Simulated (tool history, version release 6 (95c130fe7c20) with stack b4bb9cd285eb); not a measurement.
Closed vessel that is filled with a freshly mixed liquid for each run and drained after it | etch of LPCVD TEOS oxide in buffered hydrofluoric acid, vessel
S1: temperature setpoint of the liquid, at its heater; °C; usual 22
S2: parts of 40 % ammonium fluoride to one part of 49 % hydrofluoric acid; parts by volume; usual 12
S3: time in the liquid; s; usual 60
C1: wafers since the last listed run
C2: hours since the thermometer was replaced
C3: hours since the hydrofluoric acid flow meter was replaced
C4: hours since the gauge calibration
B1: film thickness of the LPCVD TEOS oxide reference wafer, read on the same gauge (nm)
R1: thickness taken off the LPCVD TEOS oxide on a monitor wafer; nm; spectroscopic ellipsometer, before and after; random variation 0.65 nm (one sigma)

Run 1, hour 0: usual settings but S1 23.5 °C; C1 0; C2 1861.4; C3 748.8; C4 114; B1 50. Result: R1 126.53 nm.
Run 2, hour 25.3: usual settings but S1 23.5 °C; C1 2310; C2 1886.7; C3 774.1; C4 139.3; B1 49.98. Result: R1 128.02 nm.
Run 3, hour 66.3: usual settings but S1 23.5 °C; C1 3744; C2 1927.7; C3 815.1; C4 180.3; B1 50.01. Result: R1 126.78 nm.
Run 4, hour 103.7: usual settings but S3 85 s; C1 3415; C2 1965.1; C3 852.5; C4 217.7; B1 50.01. Result: R1 166.6 nm.
Run 5, hour 153.2: usual settings but S3 85 s; C1 4520; C2 2014.6; C3 902; C4 267.2; B1 50.03. Result: R1 166.81 nm.
Run 6, hour 200.6: usual settings; C1 4328; C2 2062; C3 949.4; C4 314.6; B1 50.01. Result: R1 117.52 nm.
Run 7, hour 258.5: usual settings; C1 5287; C2 2119.9; C3 1007.3; C4 372.5; B1 49.97. Result: R1 117.19 nm.
Run 8, hour 313.6: usual settings but S1 26 °C; C1 5031; C2 2175; C3 1062.4; C4 427.6; B1 50.02. Result: R1 145.15 nm.
Run 9, hour 366.3: usual settings but S1 26 °C; C1 4812; C2 2227.7; C3 1115.1; C4 480.3; B1 50. Result: R1 144.09 nm.
Run 10, hour 399.6: usual settings; C1 3041; C2 2261; C3 1148.4; C4 513.6; B1 50.02. Result: R1 117.94 nm.
Run 11, hour 425.8: usual settings; C1 2392; C2 2287.2; C3 1174.6; C4 539.8; B1 50.01. Result: R1 115.37 nm.
Run 12, hour 451.1: usual settings; C1 2310; C2 2312.5; C3 1199.9; C4 565.1; B1 49.96. Result: R1 116.27 nm.
Run 13, hour 478.1: usual settings; C1 2465; C2 2339.5; C3 1226.9; C4 592.1; B1 50.01. Result: R1 116.59 nm.
Run 14, hour 508.5: usual settings but S2 14 parts by volume, S3 40 s; C1 2776; C2 2369.9; C3 1257.3; C4 622.5; B1 49.99. Result: R1 66.35 nm.
At hour 540: gauge calibrated.
At hour 564.6: thermometer replaced.
Run 15, hour 573.2: usual settings; C1 5817; C2 8.6; C3 1322; C4 33.2; B1 50.02. Result: R1 116.14 nm.
Run 16, hour 617.7: usual settings but S2 13.5 parts by volume, S3 40 s; C1 4063; C2 53.1; C3 1366.5; C4 77.7; B1 50.01. Result: R1 68.54 nm.
At hour 632: hydrofluoric acid flow meter replaced.
Run 17, hour 669.1: usual settings; C1 4602; C2 104.5; C3 37.1; C4 129.1; B1 50.03. Result: R1 119.54 nm.
Run 18, hour 716.6: usual settings but S1 19.5 °C, S2 15.5 parts by volume; C1 4337; C2 152; C3 84.6; C4 176.6; B1 50.03. Result: R1 81.04 nm.
Run 19, hour 773.7: usual settings but S1 25 °C, S3 90 s; C1 5214; C2 209.1; C3 141.7; C4 233.7; B1 49.99. Result: R1 210.43 nm.
Run 20, hour 832.9: usual settings; C1 5406; C2 268.3; C3 200.9; C4 292.9; B1 49.99. Result: R1 119.17 nm.
Run 21, hour 878.4: usual settings but S1 18 °C, S3 70 s; C1 4155; C2 313.8; C3 246.4; C4 338.4; B1 50. Result: R1 111.91 nm.

Forecast run 22:
Run 22, hour 938: usual settings but S2 10.5 parts by volume; C1 5442; C2 373.4; C3 306; C4 398; B1 ?. Result: R1 ?.

B1: 49.97
R1: 134.56 nm
Without the tool's hidden state the same run would have given R1 135.93 nm.
